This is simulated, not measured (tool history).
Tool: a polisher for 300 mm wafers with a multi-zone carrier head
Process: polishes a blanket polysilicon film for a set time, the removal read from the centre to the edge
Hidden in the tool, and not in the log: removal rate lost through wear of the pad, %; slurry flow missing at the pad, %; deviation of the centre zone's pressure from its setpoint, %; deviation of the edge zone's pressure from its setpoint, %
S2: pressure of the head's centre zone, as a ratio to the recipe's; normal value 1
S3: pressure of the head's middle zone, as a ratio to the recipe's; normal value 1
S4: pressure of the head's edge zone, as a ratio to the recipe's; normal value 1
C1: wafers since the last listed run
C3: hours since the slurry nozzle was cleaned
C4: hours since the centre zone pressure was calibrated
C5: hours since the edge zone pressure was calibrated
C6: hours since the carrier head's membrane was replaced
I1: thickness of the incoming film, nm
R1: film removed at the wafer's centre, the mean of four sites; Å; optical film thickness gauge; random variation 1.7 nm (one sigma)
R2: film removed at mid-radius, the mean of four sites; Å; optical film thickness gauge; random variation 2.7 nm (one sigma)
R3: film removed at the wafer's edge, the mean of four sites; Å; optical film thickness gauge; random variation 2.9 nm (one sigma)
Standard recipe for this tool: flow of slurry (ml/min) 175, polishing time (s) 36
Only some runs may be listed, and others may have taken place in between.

Run 1, hour 0: usual settings; C1 0; wafers polished on this pad 1480; C3 626.6; C4 999.6; C5 1230.2; C6 452.9; I1 1483.9. Result: R1 2603 Å, R2 2554 Å, R3 2679 Å.
Run 2, hour 14.2: usual settings but flow of slurry (ml/min) 150, S4 1.08; C1 203; wafers polished on this pad 1683; C3 640.8; C4 1013.8; C5 1244.4; C6 467.1; I1 1474.3. Result: R1 2492 Å, R2 2519 Å, R3 2645 Å.
Run 3, hour 40.1: usual settings but polishing time (s) 43; C1 370; wafers polished on this pad 2054; C3 666.7; C4 1039.7; C5 1270.3; C6 493; I1 1463.5. Result: R1 3042 Å, R2 3040 Å, R3 3145 Å.
At hour 45.4: worn pad replaced by a new one.
Run 4, hour 74: usual settings but polishing time (s) 43; C1 428; wafers polished on this pad 410; C3 700.6; C4 1073.6; C5 1304.2; C6 526.9; I1 1439.1. Result: R1 2913 Å, R2 2803 Å, R3 2936 Å.
Run 5, hour 100.2: usual settings but polishing time (s) 43; C1 375; wafers polished on this pad 785; C3 726.8; C4 1099.8; C5 1330.4; C6 553.1; I1 1466.8. Result: R1 2898 Å, R2 2804 Å, R3 2940 Å.
At hour 117.4: edge zone pressure recalibrated.
At hour 175.2: worn pad replaced by a new one, repeated, since the last time left the tool worse.
At hour 177.2: centre zone pressure recalibrated.
At hour 179.6: slurry nozzle cleaned.
Run 6, hour 181.1: usual settings; C1 1029; wafers polished on this pad 42; C3 1.5; C4 3.9; C5 63.7; C6 634; I1 1481.6. Result: R1 2717 Å, R2 2631 Å, R3 2822 Å.
Run 7, hour 202.2: usual settings; C1 302; wafers polished on this pad 344; C3 22.6; C4 25; C5 84.8; C6 655.1; I1 1480.4. Result: R1 2697 Å, R2 2689 Å, R3 2753 Å.
Run 8, hour 235.5: usual settings; C1 476; wafers polished on this pad 820; C3 55.9; C4 58.3; C5 118.1; C6 688.4; I1 1501. Result: R1 2684 Å, R2 2592 Å, R3 2701 Å.
Run 9, hour 260.3: usual settings but flow of slurry (ml/min) 145, polishing time (s) 43; C1 355; wafers polished on this pad 1175; C3 80.7; C4 83.1; C5 142.9; C6 713.2; I1 1491.7. Result: R1 2974 Å, R2 2951 Å, R3 3121 Å.
At hour 281.7: carrier head's membrane replaced by a new one.
Run 10, hour 295.1: usual settings; C1 426; wafers polished on this pad 1602; C3 115.5; C4 117.9; C5 177.7; C6 13.4; I1 1483.2. Result: R1 2610 Å, R2 2479 Å, R3 2670 Å.
At hour 308: worn pad replaced by a new one.
Run 11, hour 317.1: usual settings but S3 1.08, polishing time (s) 25; C1 257; wafers polished on this pad 130; C3 137.5; C4 139.9; C5 199.7; C6 35.4; I1 1480.7. Result: R1 1862 Å, R2 1999 Å, R3 1899 Å.
Run 12, hour 345.8: usual settings but S2 0.88, polishing time (s) 27; C1 410; wafers polished on this pad 541; C3 166.2; C4 168.6; C5 228.4; C6 64.1; I1 1486.4. Result: R1 1754 Å, R2 1941 Å, R3 2095 Å.
Run 13, hour 376.2: usual settings but flow of slurry (ml/min) 140, S2 1.08, S4 1.08, polishing time (s) 46; C1 435; wafers polished on this pad 976; C3 196.6; C4 199; C5 258.8; C6 94.5; I1 1454. Result: R1 3490 Å, R2 3154 Å, R3 3478 Å.
Run 14, hour 412.2: usual settings; C1 515; wafers polished on this pad 1491; C3 232.6; C4 235; C5 294.8; C6 130.5; I1 1479.9. Result: R1 2585 Å, R2 2574 Å, R3 2666 Å.
At hour 440.9: worn pad replaced by a new one.
Run 15, hour 441.4: usual settings but S2 1.07, S3 1.1, S4 1.04; C1 360; wafers polished on this pad 7; C3 261.8; C4 264.2; C5 324; C6 159.7; I1 1469.6. Result: R1 2928 Å, R2 2879 Å, R3 2775 Å.
Run 16, hour 452.7: usual settings but S2 0.92; C1 161; wafers polished on this pad 168; C3 273.1; C4 275.5; C5 335.3; C6 171; I1 1498.2. Result: R1 2514 Å, R2 2665 Å, R3 2750 Å.
Run 17, hour 479.5: usual settings but flow of slurry (ml/min) 210; C1 383; wafers polished on this pad 552; C3 299.9; C4 302.3; C5 362.1; C6 197.8; I1 1466.9. Result: R1 2793 Å, R2 2726 Å, R3 2817 Å.
Run 18, hour 492.5: usual settings but flow of slurry (ml/min) 195, S4 1.04; C1 186; wafers polished on this pad 738; C3 312.9; C4 315.3; C5 375.1; C6 210.8; I1 1447.8. Result: R1 2749 Å, R2 2677 Å, R3 2827 Å.
Run 19, hour 521.6: usual settings but S3 0.92; C1 416; wafers polished on this pad 1155; C3 342; C4 344.4; C5 404.2; C6 239.9; I1 1501.5. Result: R1 2652 Å, R2 2423 Å, R3 2751 Å.
Run 20, hour 549.1: usual settings but S4 0.91; C1 393; wafers polished on this pad 1548; C3 369.5; C4 371.9; C5 431.7; C6 267.4; I1 1461.6. Result: R1 2614 Å, R2 2589 Å, R3 2591 Å.
At hour 579.7: worn pad replaced by a new one.
Run 21, hour 580.2: usual settings but flow of slurry (ml/min) 115; C1 387; wafers polished on this pad 6; C3 400.6; C4 403; C5 462.8; C6 298.5; I1 1453.3. Result: R1 2458 Å, R2 2443 Å, R3 2561 Å.

Here are 5 independent what-if runs from the current tool condition. What would each one return?
Run A, hour 580.6: usual settings but polishing time (s) 44; C1 5; wafers polished on this pad 12; C3 401; C4 403.4; C5 463.2; C6 298.9; I1 1466.9. Result: R1 ?, R2 ?, R3 ?.
Run B, hour 580.6: usual settings but S3 1.05, S4 0.9; C1 5; wafers polished on this pad 12; C3 401; C4 403.4; C5 463.2; C6 298.9; I1 1466.9. Result: R1 ?, R2 ?, R3 ?.
Run C, hour 580.6: usual settings but S2 0.89; C1 5; wafers polished on this pad 12; C3 401; C4 403.4; C5 463.2; C6 298.9; I1 1466.9. Result: R1 ?, R2 ?, R3 ?.
Run D, hour 580.6: usual settings but flow of slurry (ml/min) 125; C1 5; wafers polished on this pad 12; C3 401; C4 403.4; C5 463.2; C6 298.9; I1 1466.9. Result: R1 ?, R2 ?, R3 ?.
Run E, hour 580.6: usual settings but S2 0.95, polishing time (s) 28; C1 5; wafers polished on this pad 12; C3 401; C4 403.4; C5 463.2; C6 298.9; I1 1466.9. Result: R1 ?, R2 ?, R3 ?.

run    R1    R2    R3
  A  3362  3275  3445
  B  2751  2793  2680
  C  2445  2681  2819
  D  2528  2487  2673
  E  2031  2084  2192
Without the tool's hidden state the same runs would have given:
run    R1    R2    R3
  A  3371  3284  3455
  B  2759  2801  2688
  C  2453  2689  2827
  D  2535  2495  2681
  E  2037  2091  2199
